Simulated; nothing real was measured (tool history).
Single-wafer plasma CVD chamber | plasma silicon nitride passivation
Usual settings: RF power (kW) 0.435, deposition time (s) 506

run,hour,RF power (kW),deposition time (s),"read-back reference wafer on the same gauge, thickness_nm",mean film thickness on the monitor wafer (angstrom)
1,0,0.47,506,610.982,7327.65
2,51.1,0.47,506,610.855,7328.04
3,68.5,0.47,506,610.653,7307.82
4,76.4,0.435,430,610.989,6145.26
5,129.5,0.435,430,611.031,6118.33
6,146.7,0.435,484,611.009,6904.9
7,164,0.435,484,610.892,6894.7
8,181.2,0.435,484,611.099,6892.16
9,196.6,0.375,506,610.847,7001.85
10,213.3,0.435,506,610.737,7198.5
# hour 226.5: showerhead replaced
11,227,0.435,506,611.182,7203.78
# hour 237.5: RF generator calibrated
12,238,0.435,506,610.813,7155.32
13,249.9,0.435,506,611.034,7126.43
14,262.2,0.435,506,610.835,7118.85
15,270.6,0.435,506,611.297,7132.61
16,283.8,0.435,506,610.694,7140.68
17,291.5,0.435,506,610.94,7138.07
18,306.4,0.435,506,611.045,7115.9
19,320.6,0.435,506,611.126,7132.27
20,345.2,0.49,585,611.145,8459.85
21,359.2,0.365,405,611.101,5507.49
22,366.1,0.435,506,610.951,7133.45
# hour 384.9: RF generator calibrated, repeated, since the last time left the tool worse
23,385.4,0.485,471,610.868,6918.6
24,397.9,0.365,506,611.193,7036.2
25,415.7,0.485,542,610.931,7974.32
26,431.9,0.47,466,610.973,6819.41
27,443.4,0.485,547,611.112,8049.97
28,451.1,0.435,506,610.881,7295.57
29,466.8,0.485,547,611.169,8045.42
30,478.5,0.515,425,610.848,6338.31
# hour 488.5: gauge calibrated
31,494.6,0.435,506,611.409,7303.48
32,509.5,0.435,506,610.976,7302.53
33,527.1,0.435,506,610.771,7274.51
34,534.9,0.405,593,611.103,8430.13
35,547.4,0.48,459,611.232,6755.04
36,558.1,0.505,583,610.967,8665.57
37,571.4,0.51,477,610.887,7101.14
38,581.9,0.515,597,611.057,8910.61
39,591.8,0.435,506,610.857,7293.7
40,606.5,0.435,484,610.842,6979.02
41,612.8,0.435,506,611.013,7279.81

The same runs without the tool's hidden state, with the same run-to-run variation:
The hidden state here: delivered RF power above the setpoint (%); gauge reads high (%).
run,mean film thickness on the monitor wafer (angstrom)
1,7402.01
2,7406.51
3,7387.51
4,6212.82
5,6189.33
6,6986.42
7,6977.52
8,6976.38
9,7088.71
10,7289.28
11,7295.85
12,7313.62
13,7284.1
14,7276.36
15,7290.44
16,7298.71
17,7296.06
18,7273.45
19,7290.23
20,8647.36
21,5629.61
22,7291.67
23,6924.89
24,7042.59
25,7981.58
26,6825.65
27,8057.37
28,7302.3
29,8052.89
30,6344.24
31,7310.39
32,7309.52
33,7281.58
34,8438.39
35,6761.74
36,8674.27
37,7108.38
38,8919.8
39,7301.31
40,6986.45
41,7287.62
